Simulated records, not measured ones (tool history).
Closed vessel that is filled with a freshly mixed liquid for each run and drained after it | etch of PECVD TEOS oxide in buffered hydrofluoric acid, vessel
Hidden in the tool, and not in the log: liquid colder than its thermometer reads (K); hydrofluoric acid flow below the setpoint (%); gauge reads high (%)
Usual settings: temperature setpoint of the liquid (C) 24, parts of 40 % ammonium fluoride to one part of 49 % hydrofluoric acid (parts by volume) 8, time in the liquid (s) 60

run	day	temperature setpoint of the liquid (C)	parts of 40 % ammonium fluoride to one part of 49 % hydrofluoric acid (parts by volume)	time in the liquid (s)	wafers since the last listed run	hours since the thermometer was replaced	hours since the hydrofluoric acid flow meter was replaced	hours since the gauge calibration	read-back film thickness of the PECVD TEOS oxide reference wafer, read on the same gauge (nm)	thickness taken off the PECVD TEOS oxide on a monitor wafer (angstrom)
1	0	24	8	60	0	1247.5	1627.6	111.2	80.01	1040.5
2	0.567	24	8	60	1374	1261.1	1641.2	124.8	80.01	1046.1
3	1.267	26.5	8	60	1698	1277.9	1658	141.6	79.99	1195.4
4	1.65	20	8	60	929	1287.1	1667.2	150.8	80	829.4
5	2.017	24	8	70	889	1295.9	1676	159.6	79.99	1219.3
6	2.746	24	8	70	1768	1313.4	1693.5	177.1	80.01	1214
7	3.029	24	8	70	687	1320.2	1700.3	183.9	80.02	1219.4
8	3.7	24	10	60	1627	1336.3	1716.4	200	80	853.9
9	3.983	24	10	60	687	1343.1	1723.2	206.8	79.99	855.8
10	4.346	27.5	8	35	879	1351.8	1731.9	215.5	79.99	736.4
11	4.733	27.5	8	35	940	1361.1	1741.2	224.8	80.01	737.9
12	5.096	27.5	8	35	879	1369.8	1749.9	233.5	79.98	736.6
13	5.779	26.5	10.5	60	1657	1386.2	1766.3	249.9	80.04	941.2
14	6.529	26.5	10.5	60	1819	1404.2	1784.3	267.9	80	941.8
15	7.175	24	8	70	1566	1419.7	1799.8	283.4	80	1214.9
16	7.762	24	9.5	60	1425	1433.8	1813.9	297.5	79.98	891.9
17	8.212	27.5	8	40	1091	1444.6	1824.7	308.3	79.99	838.1
18	8.642	24	8	60	1041	1454.9	1835	318.6	80.03	1045.5
19	9.35	20.5	9.5	60	1718	1471.9	1852	335.6	79.99	732.5
# day 9.562: gauge calibrated
20	10.071	27.5	10	60	1748	1489.2	1869.3	12.2	80	1034.5
21	10.812	24	10.5	60	1799	1507	1887.1	30	79.97	821.3
# day 11.1: hydrofluoric acid flow meter replaced
# day 11.179: thermometer replaced
22	11.542	24	8	45	1566	8.7	10.6	47.5	79.99	789.8
23	11.933	24	8	40	950	18.1	20	56.9	80	695.3
24	12.288	24	8	60	859	26.6	28.5	65.4	80.02	1041.9
25	13.012	26.5	9.5	40	1758	44	45.9	82.8	80.01	677.3
26	13.292	24	6.5	60	677	50.7	52.6	89.5	79.98	1282.8
27	13.962	20	7	90	1627	66.8	68.7	105.6	80	1440.6
28	14.446	24	7	95	1172	78.4	80.3	117.2	80.01	1908.4
29	14.879	24	11	90	1051	88.8	90.7	127.6	80.01	1174.3
30	15.15	24	8	60	657	95.3	97.2	134.1	80.01	1046.6
31	15.846	24	8	60	1688	112	113.9	150.8	79.99	1040.9
32	16.346	24	8	60	1212	124	125.9	162.8	80.02	1043.1
33	16.883	24	8	60	1303	136.9	138.8	175.7	79.99	1046.1

The tool's hidden state at each run:
liquid colder than its thermometer reads (K): 0 in every run
hydrofluoric acid flow below the setpoint (%): 0 in every run
gauge reads high (%): 0 in every run

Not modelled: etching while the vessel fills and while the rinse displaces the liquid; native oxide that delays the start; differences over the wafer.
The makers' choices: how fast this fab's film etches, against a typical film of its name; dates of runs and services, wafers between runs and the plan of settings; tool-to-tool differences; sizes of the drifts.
